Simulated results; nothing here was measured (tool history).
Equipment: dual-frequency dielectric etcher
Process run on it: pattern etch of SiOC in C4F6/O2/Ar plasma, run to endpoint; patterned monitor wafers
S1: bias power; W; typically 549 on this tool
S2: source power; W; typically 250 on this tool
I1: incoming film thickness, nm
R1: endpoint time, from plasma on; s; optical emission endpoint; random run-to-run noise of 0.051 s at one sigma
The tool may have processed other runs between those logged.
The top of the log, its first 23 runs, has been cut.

run     day   S1   S2     I1    R1
 24  45.658  422  230  36.34  14.2
     48.654  -- upper electrode replaced
 25  48.675  505  220  36.21  13.6
 26  50.708  675  250   36.5  11.5
 27  52.908  549  250   36.3  12.1
     54.821  -- wet clean of the chamber
 28  54.842  634  210  36.58  13.6
 29  57.938  606  290  36.04  11.1
 30  60.671  549  220   36.3  13.5
 31  63.612  468  250  36.49  13.1
 32  66.104  549  280   36.1  11.5
     69.438  -- wet clean of the chamber
 33  69.458  549  210  36.05  14.2
 34  71.083  549  250  35.94  12.7

Alternative continuations, all from the tool just after run 34; predict every row:
  A  71.1  549  250  36.27   ?
  B  71.1  509  300  36.27   ?
  C  71.1  485  270  36.27   ?
  D  71.1  480  250  36.27   ?
  E  71.1  437  290  36.27   ?

run    R1
  A  12.9
  B  11.9
  C  12.8
  D  13.4
  E  12.7
With no hidden state in the tool, these same runs would have given:
run    R1
  A  12.6
  B  11.7
  C  12.6
  D  13.2
  E  12.5
